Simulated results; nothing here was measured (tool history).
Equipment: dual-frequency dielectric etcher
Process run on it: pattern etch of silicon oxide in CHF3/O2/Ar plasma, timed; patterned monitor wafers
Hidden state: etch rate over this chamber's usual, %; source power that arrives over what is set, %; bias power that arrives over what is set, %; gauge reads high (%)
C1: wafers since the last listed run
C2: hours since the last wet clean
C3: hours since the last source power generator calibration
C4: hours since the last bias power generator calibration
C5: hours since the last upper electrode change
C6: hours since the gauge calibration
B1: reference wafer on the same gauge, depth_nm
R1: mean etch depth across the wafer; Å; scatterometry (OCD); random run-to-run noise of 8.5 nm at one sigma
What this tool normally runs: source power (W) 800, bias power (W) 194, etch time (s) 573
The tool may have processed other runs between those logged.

Run 1, hour 0: usual settings but bias power (W) 221; C1 0; C2 0.5; C3 1428.8; C4 982.3; C5 1815; C6 663.2; B1 1292.3. Result: R1 13274 Å.
Run 2, hour 76.2: usual settings; C1 203; C2 76.7; C3 1505; C4 1058.5; C5 1891.2; C6 739.4; B1 1289.9. Result: R1 12661 Å.
Run 3, hour 105.4: usual settings but source power (W) 690; C1 77; C2 105.9; C3 1534.2; C4 1087.7; C5 1920.4; C6 768.6; B1 1289.6. Result: R1 12014 Å.
At hour 115.8: source power generator calibrated.
Run 4, hour 136.3: usual settings but source power (W) 690; C1 71; C2 136.8; C3 20.5; C4 1118.6; C5 1951.3; C6 799.5; B1 1287. Result: R1 12040 Å.
Run 5, hour 159.6: usual settings but source power (W) 690; C1 62; C2 160.1; C3 43.8; C4 1141.9; C5 1974.6; C6 822.8; B1 1291.1. Result: R1 12076 Å.
Run 6, hour 194: usual settings; C1 91; C2 194.5; C3 78.2; C4 1176.3; C5 2009; C6 857.2; B1 1289.2. Result: R1 12915 Å.
Run 7, hour 208.9: usual settings; C1 39; C2 209.4; C3 93.1; C4 1191.2; C5 2023.9; C6 872.1; B1 1292.2. Result: R1 12866 Å.
Run 8, hour 239.4: usual settings but bias power (W) 229; C1 81; C2 239.9; C3 123.6; C4 1221.7; C5 2054.4; C6 902.6; B1 1288. Result: R1 13774 Å.
Run 9, hour 265: usual settings but bias power (W) 229; C1 68; C2 265.5; C3 149.2; C4 1247.3; C5 2080; C6 928.2; B1 1290.6. Result: R1 13690 Å.
Run 10, hour 292: usual settings but source power (W) 730, bias power (W) 234; C1 71; C2 292.5; C3 176.2; C4 1274.3; C5 2107; C6 955.2; B1 1292.8. Result: R1 13581 Å.
Run 11, hour 323.4: usual settings but bias power (W) 215, etch time (s) 533; C1 83; C2 323.9; C3 207.6; C4 1305.7; C5 2138.4; C6 986.6; B1 1289.5. Result: R1 12599 Å.
Run 12, hour 349.9: usual settings but bias power (W) 146, etch time (s) 743.5; C1 70; C2 350.4; C3 234.1; C4 1332.2; C5 2164.9; C6 1013.1; B1 1288.1. Result: R1 15485 Å.
At hour 387.9: wet clean of the chamber.
Run 13, hour 388.4: usual settings but source power (W) 860; C1 38; C2 0.5; C3 272.6; C4 1370.7; C5 2203.4; C6 1051.6; B1 1290.8. Result: R1 13200 Å.
Run 14, hour 407.9: usual settings but source power (W) 620, etch time (s) 463.5; C1 51; C2 20; C3 292.1; C4 1390.2; C5 2222.9; C6 1071.1; B1 1287.8. Result: R1 9182 Å.
At hour 420.3: gauge calibrated.
Run 15, hour 430.3: usual settings; C1 59; C2 42.4; C3 314.5; C4 1412.6; C5 2245.3; C6 10; B1 1285.9. Result: R1 12602 Å.
At hour 448.7: bias power generator calibrated.
At hour 477.6: upper electrode replaced.
Run 16, hour 478.1: usual settings; C1 52; C2 90.2; C3 362.3; C4 29.4; C5 0.5; C6 57.8; B1 1288.2. Result: R1 12751 Å.
Run 17, hour 490.5: usual settings but bias power (W) 218; C1 33; C2 102.6; C3 374.7; C4 41.8; C5 12.9; C6 70.2; B1 1293.3. Result: R1 13247 Å.
Run 18, hour 506.7: usual settings but bias power (W) 146, etch time (s) 743.5; C1 43; C2 118.8; C3 390.9; C4 58; C5 29.1; C6 86.4; B1 1289. Result: R1 14842 Å.
Run 19, hour 533.5: usual settings but bias power (W) 220; C1 71; C2 145.6; C3 417.7; C4 84.8; C5 55.9; C6 113.2; B1 1289.4. Result: R1 13459 Å.
Run 20, hour 567.3: usual settings; C1 90; C2 179.4; C3 451.5; C4 118.6; C5 89.7; C6 147; B1 1294.1. Result: R1 13048 Å.
Run 21, hour 590.9: usual settings but bias power (W) 240; C1 62; C2 203; C3 475.1; C4 142.2; C5 113.3; C6 170.6; B1 1291.9. Result: R1 14084 Å.
Run 22, hour 612.2: usual settings but source power (W) 740, bias power (W) 162, etch time (s) 405; C1 56; C2 224.3; C3 496.4; C4 163.5; C5 134.6; C6 191.9; B1 1288.8. Result: R1 8277 Å.
Run 23, hour 633.8: usual settings but source power (W) 920, bias power (W) 174, etch time (s) 643.5; C1 57; C2 245.9; C3 518; C4 185.1; C5 156.2; C6 213.5; B1 1292.6. Result: R1 14909 Å.
Run 24, hour 661.8: usual settings but bias power (W) 157; C1 74; C2 273.9; C3 546; C4 213.1; C5 184.2; C6 241.5; B1 1290.6. Result: R1 12084 Å.
Run 25, hour 697.6: usual settings but etch time (s) 660.5; C1 95; C2 309.7; C3 581.8; C4 248.9; C5 220; C6 277.3; B1 1290.8. Result: R1 15208 Å.
Run 26, hour 725.9: usual settings; C1 75; C2 338; C3 610.1; C4 277.2; C5 248.3; C6 305.6; B1 1293.1. Result: R1 13159 Å.
Run 27, hour 741.4: usual settings but source power (W) 670, bias power (W) 157; C1 41; C2 353.5; C3 625.6; C4 292.7; C5 263.8; C6 321.1; B1 1294.4. Result: R1 11250 Å.
Run 28, hour 755.3: usual settings but source power (W) 990, bias power (W) 219; C1 37; C2 367.4; C3 639.5; C4 306.6; C5 277.7; C6 335; B1 1292.6. Result: R1 15000 Å.
Run 29, hour 779.3: usual settings; C1 63; C2 391.4; C3 663.5; C4 330.6; C5 301.7; C6 359; B1 1290.8. Result: R1 13247 Å.

How would selected steps in R1 from run to run divide? Give the signed amount a tool lacking its hidden state would still show from settings, what came in and random variation, and the signed amount left for the hidden state, including any gauge scatter that is not in both of the compared results.
Run 12 -> 13: source power (W) 800 -> 860, bias power (W) 146 -> 194, etch time (s) 743.5 -> 573, wet clean of the chamber. R1 -2285 Å: hidden state -613, all else -1672.
Run 21 -> 22: source power (W) 800 -> 740, bias power (W) 240 -> 162, etch time (s) 573 -> 405. R1 -5807 Å: hidden state -90, all else -5717.
Run 22 -> 23: source power (W) 740 -> 920, bias power (W) 162 -> 174, etch time (s) 405 -> 643.5. R1 +6632 Å: hidden state +180, all else +6452.

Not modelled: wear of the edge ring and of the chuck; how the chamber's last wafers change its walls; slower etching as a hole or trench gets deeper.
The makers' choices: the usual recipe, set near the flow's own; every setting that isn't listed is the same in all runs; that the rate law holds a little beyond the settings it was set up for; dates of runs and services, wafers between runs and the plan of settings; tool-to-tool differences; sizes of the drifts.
